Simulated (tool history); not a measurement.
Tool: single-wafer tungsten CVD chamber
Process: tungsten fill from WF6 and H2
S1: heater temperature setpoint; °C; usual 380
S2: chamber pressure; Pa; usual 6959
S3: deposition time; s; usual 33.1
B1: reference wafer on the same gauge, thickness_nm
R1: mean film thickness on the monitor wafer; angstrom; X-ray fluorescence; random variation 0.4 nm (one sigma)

run	hour	S1	S2	S3	B1	R1
1	0.0	380	6959	33.1	72.428	759.25
2	16.0	380	6959	33.1	72.542	762.52
3	30.6	380	6959	33.1	72.457	758.21
4	42.4	380	6159	33.1	72.452	730.71
5	50.2	380	6959	33.1	72.397	756.59
6	63.6	380	6253	33.1	72.394	739.85
7	81.1	380	6959	33.1	72.361	760.06
8	88.8	380	6959	33.1	72.414	760.41
9	98.8	380	6959	33.1	72.656	758.03
# hour 110.3: gauge calibrated
10	115.7	380	8053	33.1	72.545	800.07
11	124.4	380	8053	33.1	72.605	798.96
# hour 136.1: capacitance manometer re-zeroed and calibrated
12	142.2	380	8053	33.1	72.551	805.91
13	148.6	380	6039	33.1	72.592	723.02
14	156.8	389	6959	33.1	72.501	890.18
15	172.0	375	6493	35.3	72.606	715.84
16	188.0	385	7426	29.3	72.514	757.65
17	200.2	366	5693	30.9	72.481	504.90
# hour 214.7: thermocouple changed; heater temperature recalibrated
18	215.2	367	8466	30.4	72.296	660.32
19	229.4	367	8439	33.1	72.607	717.83
20	244.9	380	5426	35.4	72.388	818.65
21	257.1	380	5426	35.4	72.586	814.26
22	271.9	380	7986	29.8	72.406	793.96
23	288.9	380	6959	35.8	72.466	910.80
# hour 299.3: showerhead replaced, of another model than before
24	301.1	380	6959	33.1	72.648	834.08
25	312.2	395	6279	38.5	72.563	1179.86
26	325.2	389	6959	33.1	72.486	977.00
27	338.6	375	5373	33.1	72.492	644.88
28	354.4	380	8199	26.6	72.268	726.24
29	370.1	394	7879	39.6	72.515	1361.89
30	385.5	372	6319	33.1	72.491	671.85
31	397.5	368	6959	33.1	72.473	657.55
32	410.0	380	6959	33.1	72.518	819.54
33	427.7	380	6959	33.1	72.361	815.10

Forecast each of these 5 alternatives for the next run:
A	428.1	380	7599	33.1	?	?
B	428.1	392	6959	33.1	?	?
C	428.1	389	5506	34.9	?	?
D	428.1	371	6959	36.0	?	?
E	428.1	369	6959	28.1	?	?

run	B1	R1
A	72.498	858.56
B	72.498	1008.29
C	72.498	872.51
D	72.498	753.49
E	72.498	565.92
Without the tool's hidden state the same runs would have given:
run	R1
A	892.49
B	1046.08
C	905.70
D	784.01
E	589.23

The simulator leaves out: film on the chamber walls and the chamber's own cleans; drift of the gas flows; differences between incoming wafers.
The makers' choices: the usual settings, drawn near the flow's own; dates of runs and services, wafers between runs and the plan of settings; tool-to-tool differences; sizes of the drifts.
